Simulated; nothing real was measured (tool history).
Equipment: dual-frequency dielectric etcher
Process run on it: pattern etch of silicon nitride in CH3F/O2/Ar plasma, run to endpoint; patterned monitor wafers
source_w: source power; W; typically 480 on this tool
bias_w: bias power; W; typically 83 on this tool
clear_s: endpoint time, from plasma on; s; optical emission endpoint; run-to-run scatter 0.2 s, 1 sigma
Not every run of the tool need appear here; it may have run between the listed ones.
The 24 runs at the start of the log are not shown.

run	hour	source_w	bias_w	wafers since the last listed run	hours since the last wet clean	hours since the last source power generator calibration	hours since the last bias power generator calibration	hours since the last upper electrode change	incoming incoming film thickness, nm	clear_s
25	695.8	400	70	492	102.5	240.5	308.3	24.1	21.91	26.8
26	724.1	480	83	590	130.8	268.8	336.6	52.4	21.93	25
27	752.4	590	93	590	159.1	297.1	364.9	80.7	22.13	23
28	764.6	370	83	254	171.3	309.3	377.1	92.9	21.83	26.1
29	783.6	530	91	396	190.3	328.3	396.1	111.9	22.06	23.8
30	818.1	430	72	719	224.8	362.8	430.6	146.4	22.2	26.4
31	915.2	480	83	2025	321.9	459.9	527.7	243.5	22.06	24.7
32	998.1	480	83	1728	404.8	542.8	610.6	326.4	21.94	24.4
# hour 1031.3: wet clean of the chamber
33	1031.8	430	71	202	0.5	576.5	644.3	360.1	22	26.7
34	1061	390	104	608	29.7	605.7	673.5	389.3	21.95	24.7
35	1081.2	480	83	421	49.9	625.9	693.7	409.5	21.86	24.7
36	1113.2	560	77	667	81.9	657.9	725.7	441.5	22.08	24.9

Branching from run 36: 3 alternative next runs. What would each branch give?
A	1113.6	480	83	8	82.3	658.3	726.1	441.9	22.13	?
B	1113.6	410	71	8	82.3	658.3	726.1	441.9	22.13	?
C	1113.6	480	66	8	82.3	658.3	726.1	441.9	22.13	?

run	clear_s
A	25.2
B	27
C	26.6
What these runs would have given with no unlogged condition in the tool:
run	clear_s
A	25.3
B	27.1
C	26.7
